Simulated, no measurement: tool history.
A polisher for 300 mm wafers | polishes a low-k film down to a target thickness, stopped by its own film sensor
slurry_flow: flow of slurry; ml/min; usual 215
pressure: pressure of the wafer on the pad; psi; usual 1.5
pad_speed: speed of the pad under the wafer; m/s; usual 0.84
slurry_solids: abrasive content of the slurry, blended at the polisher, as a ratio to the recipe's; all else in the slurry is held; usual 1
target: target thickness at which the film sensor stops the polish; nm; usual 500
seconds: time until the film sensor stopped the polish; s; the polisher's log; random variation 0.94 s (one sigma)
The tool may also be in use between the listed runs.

run     day  slurry_flow  pressure  pad_speed  slurry_solids  target  incoming thickness of the incoming film, nm  seconds
  1       0          215       1.5       0.84              1     500                                        517.2     53.9
  2   2.717          215       1.5       0.84              1     500                                        520.5     66.1
  3   3.892          215       1.5       0.84              1     500                                          518     58.4
      4.854  -- conditioning disc replaced and pad reconditioned
  4    5.15          215       1.5       0.84              1     500                                        517.7     60.3
      5.329  -- worn pad replaced by a new one
  5   6.133          215       1.5       0.84              1     500                                        523.6     79.1
      6.379  -- slurry nozzle cleaned
  6   7.188          215       1.2       0.84              1     500                                        516.6     70.8
  7   8.558          215       1.5       0.84              1     500                                        511.2     38.9
  8    9.75          215       1.5       0.66              1     502                                        513.8     50.6
     10.642  -- worn pad replaced by a new one
     10.725  -- head pressure recalibrated
  9  10.746          215       1.5       0.84              1     500                                          520     72.5
 10   11.35          215       1.5       0.84              1     500                                        516.8     61.2
     11.825  -- slurry blender recalibrated
 11  12.604          215       1.5        1.1              1     503                                        527.5     60.8
     12.988  -- conditioning disc replaced and pad reconditioned
 12  13.196          215       1.5       0.84           0.75     506                                        518.5     46.7
 13  14.188          215       1.5       0.84              1     503                                        518.4     47.7
 14  14.854          215       1.2       0.84              1     497                                        521.8     93.9
 15  15.542          215       1.5       0.84              1     500                                        527.9     87.3

Forecast each of these 4 alternatives for the next run:
  A  15.562          215       1.5       0.84            0.7     500                                        520.3        ?
  B  15.562          215       1.5        0.6           0.75     500                                        520.3        ?
  C  15.562          215       1.5       0.66           0.85     500                                        520.3        ?
  D  15.562          260       1.5        1.1            0.8     495                                        520.3        ?

run  seconds
  A     78.8
  B       98
  C     83.2
  D     70.2
Without the tool's hidden state the same runs would have given:
run  seconds
  A     77.6
  B     96.5
  C     82.1
  D     69.1
